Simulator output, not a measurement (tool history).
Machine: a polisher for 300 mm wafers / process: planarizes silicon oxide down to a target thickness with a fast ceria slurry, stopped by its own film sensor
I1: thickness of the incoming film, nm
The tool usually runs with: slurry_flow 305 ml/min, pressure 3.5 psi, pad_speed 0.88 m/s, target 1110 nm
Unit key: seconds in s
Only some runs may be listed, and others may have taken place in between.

{"run": 1, "hour": 0.0, "slurry_flow": 305, "pressure": 3.5, "pad_speed": 0.88, "target": 887, "I1": 2174.5, "seconds": 87.8}
{"run": 2, "hour": 22.2, "slurry_flow": 305, "pressure": 3.5, "pad_speed": 0.88, "target": 887, "I1": 2176.3, "seconds": 89.3}
{"run": 3, "hour": 53.8, "slurry_flow": 305, "pressure": 3.5, "pad_speed": 0.88, "target": 887, "I1": 2185.4, "seconds": 91.7}
{"run": 4, "hour": 66.6, "slurry_flow": 305, "pressure": 2.7, "pad_speed": 0.88, "target": 1110, "I1": 2127.8, "seconds": 94.0}
{"run": 5, "hour": 93.0, "slurry_flow": 305, "pressure": 3.5, "pad_speed": 0.88, "target": 1110, "I1": 2172.9, "seconds": 78.1}
{"run": 6, "hour": 107.8, "slurry_flow": 305, "pressure": 3.5, "pad_speed": 0.88, "target": 1110, "I1": 2140.0, "seconds": 76.2}
{"hour": 114.1, "done": "worn pad replaced by a new one"}
{"run": 7, "hour": 126.6, "slurry_flow": 305, "pressure": 3.5, "pad_speed": 0.88, "target": 1110, "I1": 2139.3, "seconds": 72.2}
{"run": 8, "hour": 203.5, "slurry_flow": 305, "pressure": 3.5, "pad_speed": 1.0, "target": 1110, "I1": 2145.4, "seconds": 66.4}
{"run": 9, "hour": 219.4, "slurry_flow": 305, "pressure": 3.5, "pad_speed": 0.64, "target": 1110, "I1": 2179.4, "seconds": 108.0}
{"run": 10, "hour": 249.3, "slurry_flow": 305, "pressure": 3.5, "pad_speed": 0.88, "target": 1110, "I1": 2174.6, "seconds": 81.0}
{"hour": 274.3, "done": "worn pad replaced by a new one"}
{"run": 11, "hour": 275.0, "slurry_flow": 305, "pressure": 3.5, "pad_speed": 0.88, "target": 1110, "I1": 2173.9, "seconds": 75.3}
{"run": 12, "hour": 298.6, "slurry_flow": 305, "pressure": 3.5, "pad_speed": 0.88, "target": 1110, "I1": 2159.7, "seconds": 74.3}
{"hour": 311.3, "done": "head pressure recalibrated"}
{"run": 13, "hour": 314.9, "slurry_flow": 305, "pressure": 3.5, "pad_speed": 0.88, "target": 1110, "I1": 2160.0, "seconds": 65.2}
{"run": 14, "hour": 333.6, "slurry_flow": 305, "pressure": 3.5, "pad_speed": 0.88, "target": 1110, "I1": 2120.4, "seconds": 64.6}
{"run": 15, "hour": 366.0, "slurry_flow": 305, "pressure": 3.5, "pad_speed": 0.88, "target": 1110, "I1": 2142.9, "seconds": 66.4}
{"run": 16, "hour": 389.9, "slurry_flow": 305, "pressure": 3.5, "pad_speed": 0.88, "target": 1110, "I1": 2163.7, "seconds": 68.6}
{"run": 17, "hour": 412.1, "slurry_flow": 305, "pressure": 3.5, "pad_speed": 0.88, "target": 922, "I1": 2177.2, "seconds": 84.6}
{"hour": 426.3, "done": "worn pad replaced by a new one"}
{"hour": 436.7, "done": "slurry nozzle cleaned"}
{"run": 18, "hour": 445.3, "slurry_flow": 305, "pressure": 3.5, "pad_speed": 0.88, "target": 1110, "I1": 2159.7, "seconds": 66.9}
{"run": 19, "hour": 468.0, "slurry_flow": 305, "pressure": 3.8, "pad_speed": 0.88, "target": 951, "I1": 2151.3, "seconds": 71.2}
{"run": 20, "hour": 491.1, "slurry_flow": 235, "pressure": 3.1, "pad_speed": 0.62, "target": 1110, "I1": 2183.9, "seconds": 114.3}
{"run": 21, "hour": 514.1, "slurry_flow": 305, "pressure": 3.5, "pad_speed": 0.72, "target": 808, "I1": 2156.7, "seconds": 109.7}
{"run": 22, "hour": 529.8, "slurry_flow": 305, "pressure": 4.3, "pad_speed": 0.88, "target": 906, "I1": 2147.9, "seconds": 67.1}
{"hour": 557.8, "done": "worn pad replaced by a new one"}
{"run": 23, "hour": 558.3, "slurry_flow": 405, "pressure": 3.5, "pad_speed": 0.88, "target": 1110, "I1": 2142.7, "seconds": 65.0}
{"run": 24, "hour": 582.0, "slurry_flow": 305, "pressure": 3.5, "pad_speed": 1.02, "target": 1110, "I1": 2184.4, "seconds": 59.3}
{"run": 25, "hour": 600.9, "slurry_flow": 305, "pressure": 3.5, "pad_speed": 1.0, "target": 1110, "I1": 2123.4, "seconds": 58.7}
{"run": 26, "hour": 629.8, "slurry_flow": 305, "pressure": 3.5, "pad_speed": 0.88, "target": 1110, "I1": 2186.6, "seconds": 71.8}
{"run": 27, "hour": 646.9, "slurry_flow": 265, "pressure": 3.5, "pad_speed": 0.88, "target": 998, "I1": 2157.2, "seconds": 79.1}
{"run": 28, "hour": 659.8, "slurry_flow": 305, "pressure": 3.5, "pad_speed": 1.02, "target": 1110, "I1": 2138.0, "seconds": 59.7}
{"run": 29, "hour": 675.4, "slurry_flow": 305, "pressure": 3.5, "pad_speed": 0.88, "target": 826, "I1": 2166.1, "seconds": 90.6}
{"hour": 690.9, "done": "worn pad replaced by a new one"}
{"run": 30, "hour": 700.8, "slurry_flow": 340, "pressure": 3.1, "pad_speed": 0.96, "target": 1418, "I1": 2160.9, "seconds": 50.0}

Here are 4 independent what-if runs from the current tool condition. What would each one return?
{"run": "A", "hour": 701.2, "slurry_flow": 305, "pressure": 3.0, "pad_speed": 0.88, "target": 1110, "I1": 2141.0, "seconds": "?"}
{"run": "B", "hour": 701.2, "slurry_flow": 305, "pressure": 3.0, "pad_speed": 0.72, "target": 1288, "I1": 2141.0, "seconds": "?"}
{"run": "C", "hour": 701.2, "slurry_flow": 305, "pressure": 3.5, "pad_speed": 0.62, "target": 1110, "I1": 2141.0, "seconds": "?"}
{"run": "D", "hour": 701.2, "slurry_flow": 305, "pressure": 3.5, "pad_speed": 1.12, "target": 1110, "I1": 2141.0, "seconds": "?"}

run=A seconds=79.0
run=B seconds=79.9
run=C seconds=96.1
run=D seconds=53.2
Stripped of hidden state, with their random variation kept, the same runs would have yielded:
run=A seconds=75.7
run=B seconds=76.6
run=C seconds=92.2
run=D seconds=51.0
